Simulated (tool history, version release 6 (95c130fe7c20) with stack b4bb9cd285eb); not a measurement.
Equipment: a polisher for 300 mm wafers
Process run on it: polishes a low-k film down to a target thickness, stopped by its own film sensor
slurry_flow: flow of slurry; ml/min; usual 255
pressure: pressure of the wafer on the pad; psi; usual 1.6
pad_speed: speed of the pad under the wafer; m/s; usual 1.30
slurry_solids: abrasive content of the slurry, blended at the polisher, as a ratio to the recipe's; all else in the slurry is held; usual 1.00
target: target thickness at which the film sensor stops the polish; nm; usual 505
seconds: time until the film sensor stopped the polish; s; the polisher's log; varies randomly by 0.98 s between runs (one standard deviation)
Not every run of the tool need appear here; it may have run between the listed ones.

| run | hour | slurry_flow | pressure | pad_speed | slurry_solids | target | incoming thickness of the incoming film, nm | seconds |
|---|---|---|---|---|---|---|---|---|
| 1 | 0.0 | 255 | 1.6 | 1.30 | 1.10 | 505 | 531.4 | 72.9 |
| 2 | 41.7 | 255 | 1.6 | 1.30 | 1.00 | 505 | 535.5 | 85.4 |
|  | 71.7 | worn pad replaced by a new one |
|  | 72.7 | slurry blender recalibrated |
| 3 | 85.3 | 255 | 1.6 | 1.30 | 1.00 | 505 | 530.6 | 74.3 |
| 4 | 136.4 | 255 | 1.6 | 0.96 | 1.00 | 505 | 527.8 | 84.2 |
| 5 | 201.9 | 255 | 1.6 | 0.96 | 1.00 | 505 | 535.7 | 113.6 |
|  | 245.6 | head pressure recalibrated |
| 6 | 259.7 | 255 | 1.6 | 0.96 | 1.00 | 505 | 529.9 | 95.5 |
|  | 307.3 | slurry nozzle cleaned |
|  | 313.8 | conditioning disc replaced and pad reconditioned |
| 7 | 324.9 | 255 | 1.6 | 1.30 | 1.00 | 505 | 529.5 | 68.4 |
|  | 345.7 | slurry blender recalibrated |
| 8 | 383.6 | 255 | 1.6 | 1.30 | 1.00 | 505 | 531.5 | 74.2 |
| 9 | 408.3 | 305 | 1.1 | 1.30 | 1.00 | 505 | 531.1 | 88.0 |
|  | 420.0 | worn pad replaced by a new one |
| 10 | 464.5 | 255 | 1.6 | 1.14 | 0.80 | 510 | 527.6 | 57.0 |
| 11 | 504.0 | 255 | 1.9 | 1.30 | 1.00 | 505 | 530.0 | 62.5 |
| 12 | 561.6 | 255 | 1.6 | 1.52 | 0.70 | 505 | 525.8 | 55.7 |
| 13 | 615.7 | 255 | 1.6 | 1.56 | 1.00 | 505 | 531.1 | 63.6 |
|  | 666.5 | head pressure recalibrated |
|  | 675.5 | slurry blender recalibrated |
| 14 | 682.6 | 255 | 1.6 | 1.46 | 1.00 | 508 | 527.1 | 47.1 |
| 15 | 712.4 | 255 | 1.6 | 1.30 | 1.00 | 505 | 522.4 | 50.3 |
|  | 762.9 | conditioning disc replaced and pad reconditioned |
|  | 769.5 | worn pad replaced by a new one |
| 16 | 777.9 | 255 | 1.6 | 1.30 | 1.00 | 505 | 528.8 | 67.1 |
| 17 | 808.1 | 255 | 1.6 | 1.30 | 1.00 | 505 | 530.8 | 74.6 |
| 18 | 837.2 | 255 | 1.9 | 1.30 | 0.80 | 505 | 533.0 | 73.2 |
| 19 | 901.4 | 255 | 1.6 | 1.30 | 1.00 | 505 | 536.8 | 89.6 |
|  | 967.6 | slurry blender recalibrated |
| 20 | 971.8 | 320 | 2.1 | 1.30 | 1.30 | 511 | 528.5 | 38.4 |
| 21 | 1017.4 | 255 | 1.6 | 1.30 | 1.00 | 505 | 524.4 | 55.6 |
|  | 1031.7 | head pressure recalibrated |
| 22 | 1042.6 | 255 | 2.2 | 1.62 | 1.25 | 505 | 532.1 | 49.5 |
|  | 1070.8 | worn pad replaced by a new one |
| 23 | 1114.4 | 255 | 1.6 | 1.30 | 1.00 | 505 | 528.9 | 70.9 |
|  | 1120.4 | slurry nozzle cleaned |
|  | 1150.0 | conditioning disc replaced and pad reconditioned |
| 24 | 1154.2 | 185 | 1.6 | 1.30 | 1.00 | 511 | 532.1 | 61.6 |

Forecast each of these 5 alternatives for the next run:
| A | 1154.6 | 255 | 1.6 | 1.02 | 1.00 | 505 | 531.6 | ? |
| B | 1154.6 | 200 | 1.8 | 1.18 | 1.20 | 505 | 531.6 | ? |
| C | 1154.6 | 255 | 1.6 | 0.94 | 1.00 | 505 | 531.6 | ? |
| D | 1154.6 | 215 | 1.6 | 0.86 | 1.00 | 509 | 531.6 | ? |
| E | 1154.6 | 205 | 1.6 | 0.90 | 1.10 | 505 | 531.6 | ? |

| run | seconds |
|---|---|
| A | 87.8 |
| B | 71.2 |
| C | 93.7 |
| D | 87.4 |
| E | 97.7 |
Stripped of hidden state, with their random variation kept, the same runs would have yielded:
| run | seconds |
|---|---|
| A | 87.6 |
| B | 71.0 |
| C | 93.5 |
| D | 87.2 |
| E | 97.4 |

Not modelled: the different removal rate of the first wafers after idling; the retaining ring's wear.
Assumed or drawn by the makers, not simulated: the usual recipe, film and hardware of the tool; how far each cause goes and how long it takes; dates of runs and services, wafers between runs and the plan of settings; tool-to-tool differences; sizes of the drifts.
